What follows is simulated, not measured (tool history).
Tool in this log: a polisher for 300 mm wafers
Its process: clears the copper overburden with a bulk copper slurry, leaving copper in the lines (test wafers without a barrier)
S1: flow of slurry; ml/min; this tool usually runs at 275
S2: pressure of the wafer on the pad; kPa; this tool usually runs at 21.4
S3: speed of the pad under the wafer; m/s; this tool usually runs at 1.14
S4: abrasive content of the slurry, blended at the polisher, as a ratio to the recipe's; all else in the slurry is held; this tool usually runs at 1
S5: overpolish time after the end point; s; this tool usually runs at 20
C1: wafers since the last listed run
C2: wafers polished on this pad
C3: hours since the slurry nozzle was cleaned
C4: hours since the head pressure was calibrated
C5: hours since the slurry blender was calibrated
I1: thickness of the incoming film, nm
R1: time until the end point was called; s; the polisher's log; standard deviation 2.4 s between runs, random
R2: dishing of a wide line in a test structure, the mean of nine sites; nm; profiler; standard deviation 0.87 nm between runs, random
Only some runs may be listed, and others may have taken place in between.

Run 1, day 0: usual settings; C1 0; C2 648; C3 44.1; C4 72.8; C5 138; I1 1173. Result: R1 143 s, R2 69.8 nm.
Run 2, day 2.196: usual settings; C1 492; C2 1140; C3 96.8; C4 125.5; C5 190.7; I1 1178. Result: R1 148.4 s, R2 69.1 nm.
Run 3, day 3.379: usual settings; C1 265; C2 1405; C3 125.2; C4 153.9; C5 219.1; I1 1184.2. Result: R1 148.4 s, R2 68.7 nm.
At day 3.754: worn pad replaced by a new one.
Run 4, day 5.55: usual settings but S1 330 ml/min; C1 449; C2 402; C3 177.3; C4 206; C5 271.2; I1 1178.3. Result: R1 138.2 s, R2 71 nm.
Run 5, day 6.921: usual settings but S1 330 ml/min; C1 307; C2 710; C3 210.2; C4 238.9; C5 304.1; I1 1175.1. Result: R1 136.9 s, R2 70 nm.
Run 6, day 8.708: usual settings but S5 12 s; C1 400; C2 1110; C3 253.1; C4 281.8; C5 347; I1 1168. Result: R1 142.2 s, R2 52.7 nm.
At day 9.588: worn pad replaced by a new one.
Run 7, day 10.942: usual settings; C1 463; C2 303; C3 306.7; C4 335.4; C5 400.6; I1 1170.7. Result: R1 140 s, R2 70.9 nm.
Run 8, day 13.833: usual settings; C1 648; C2 952; C3 376.1; C4 404.8; C5 470; I1 1182.9. Result: R1 149.1 s, R2 68.1 nm.
At day 14.612: head pressure recalibrated.
At day 15.154: slurry blender recalibrated.
At day 15.462: worn pad replaced by a new one.
At day 16.375: slurry nozzle cleaned.
Run 9, day 16.45: usual settings; C1 502; C2 211; C3 1.8; C4 44.1; C5 31.1; I1 1187.7. Result: R1 138.3 s, R2 70.7 nm.
Run 10, day 19.312: usual settings but S2 15.9 kPa, S5 27 s; C1 641; C2 853; C3 70.5; C4 112.8; C5 99.8; I1 1186.5. Result: R1 198 s, R2 66.1 nm.
Run 11, day 21.783: usual settings but S1 185 ml/min, S4 1.25; C1 553; C2 1407; C3 129.8; C4 172.1; C5 159.1; I1 1182.4. Result: R1 149.7 s, R2 68.2 nm.
At day 22.238: worn pad replaced by a new one.
Run 12, day 24.546: usual settings but S1 250 ml/min, S2 17.9 kPa, S3 1.24 m/s, S4 1.15; C1 581; C2 517; C3 196.1; C4 238.4; C5 225.4; I1 1179.5. Result: R1 154.2 s, R2 66.8 nm.
Run 13, day 25.867: usual settings but S1 300 ml/min, S3 1 m/s, S5 31 s; C1 296; C2 813; C3 227.8; C4 270.1; C5 257.1; I1 1161.8. Result: R1 163.7 s, R2 78.5 nm.
Run 14, day 27.671: usual settings but S1 190 ml/min, S2 13.8 kPa, S3 1.36 m/s, S4 1.1; C1 404; C2 1217; C3 271.1; C4 313.4; C5 300.4; I1 1176.8. Result: R1 190 s, R2 56.2 nm.
At day 28.554: worn pad replaced by a new one.
Run 15, day 29.1: usual settings but S1 215 ml/min, S4 0.8; C1 283; C2 121; C3 305.4; C4 347.7; C5 334.7; I1 1169.9. Result: R1 144.8 s, R2 69.1 nm.
Run 16, day 31.596: usual settings but S1 350 ml/min, S5 24 s; C1 559; C2 681; C3 365.3; C4 407.6; C5 394.6; I1 1181.6. Result: R1 143 s, R2 75.6 nm.

Hidden state, per run?
slurry flow missing at the pad, %: 0, the same for each run
deviation of the head's pressure from its setpoint, %: 0, the same for each run
abrasive missing from the slurry, %: 0, the same for each run
H1: removal rate lost through wear of the pad, %
run    H1
  1  10.9
  2  12.9
  3  13.4
  4  7.32
  5   9.9
  6  11.5
  7  7.05
  8    12
  9  5.41
 10  11.3
 11  12.7
 12  9.99
 13    12
 14  13.3
 15  4.96
 16  11.7
